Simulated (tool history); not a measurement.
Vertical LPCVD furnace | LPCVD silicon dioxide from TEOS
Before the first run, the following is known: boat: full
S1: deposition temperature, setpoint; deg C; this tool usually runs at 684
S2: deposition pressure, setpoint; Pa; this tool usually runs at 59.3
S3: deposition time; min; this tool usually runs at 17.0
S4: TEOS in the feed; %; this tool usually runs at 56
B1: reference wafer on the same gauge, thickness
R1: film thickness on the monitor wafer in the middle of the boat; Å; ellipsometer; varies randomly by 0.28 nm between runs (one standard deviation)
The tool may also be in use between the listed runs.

run,hour,S1,S2,S3,S4,B1,R1
1,0.0,684,59.3,17.0,56,88.86,945.9
2,19.6,684,59.3,17.0,56,88.65,938.0
# hour 55.1: pressure gauge zeroed
3,55.6,684,59.3,20.0,56,88.70,1113.6
4,115.7,684,59.3,20.0,56,88.59,1121.2
5,151.6,684,59.3,17.0,56,88.53,945.4
6,165.4,684,59.3,17.0,56,88.68,945.7
7,178.8,684,59.3,17.0,56,88.66,954.6
8,195.8,684,59.3,17.0,56,88.63,949.0
# hour 220.9: TEOS flow controller replaced
9,221.4,681,59.3,14.0,56,88.60,725.5
10,235.7,690,44.7,12.0,50,88.63,635.3
11,254.3,684,59.3,17.0,56,88.67,951.4
# hour 257.2: gauge calibrated
12,271.5,684,50.0,17.0,59,88.77,897.0
# hour 317.0: thermocouples replaced and temperature profile calibrated
13,317.5,684,59.3,14.0,56,88.64,746.3
14,334.7,693,59.3,17.0,47,88.74,1023.6
15,358.4,684,69.3,17.0,48,88.71,906.3
16,384.6,684,59.3,17.0,56,88.70,906.5
17,418.3,676,59.3,17.0,47,88.82,684.0
18,515.4,684,65.3,11.5,56,88.73,646.9
19,548.8,684,59.3,17.0,56,88.78,905.9
20,565.3,684,73.3,15.0,56,88.65,891.4
21,644.4,679,45.3,17.0,66,88.72,765.6
22,656.5,684,47.3,17.0,56,88.65,813.5
23,674.5,684,59.3,17.0,56,88.65,907.3
24,701.1,692,54.7,15.0,56,88.74,937.1
25,714.1,672,59.3,17.0,56,88.83,683.9
26,726.9,676,59.3,11.0,56,88.56,487.0
27,761.2,684,59.3,19.0,56,88.77,1020.3
28,792.3,684,59.3,17.0,56,88.64,912.3
29,832.0,687,53.3,11.0,46,88.74,547.5
30,865.0,690,59.3,17.0,56,88.79,1058.9

Forecast each of these 5 alternatives for the next run:
A,868.4,691,59.3,17.0,56,?,?
B,868.4,680,59.3,17.0,66,?,?
C,868.4,684,59.3,22.5,56,?,?
D,868.4,677,59.3,12.0,56,?,?
E,868.4,690,59.3,13.0,56,?,?

run,B1,R1
A,88.71,1082.5
B,88.71,903.4
C,88.71,1212.8
D,88.71,546.1
E,88.71,808.5
Had the tool no hidden state, the same runs would have come out as:
run,R1
A,1053.5
B,878.5
C,1179.7
D,531.0
E,786.7

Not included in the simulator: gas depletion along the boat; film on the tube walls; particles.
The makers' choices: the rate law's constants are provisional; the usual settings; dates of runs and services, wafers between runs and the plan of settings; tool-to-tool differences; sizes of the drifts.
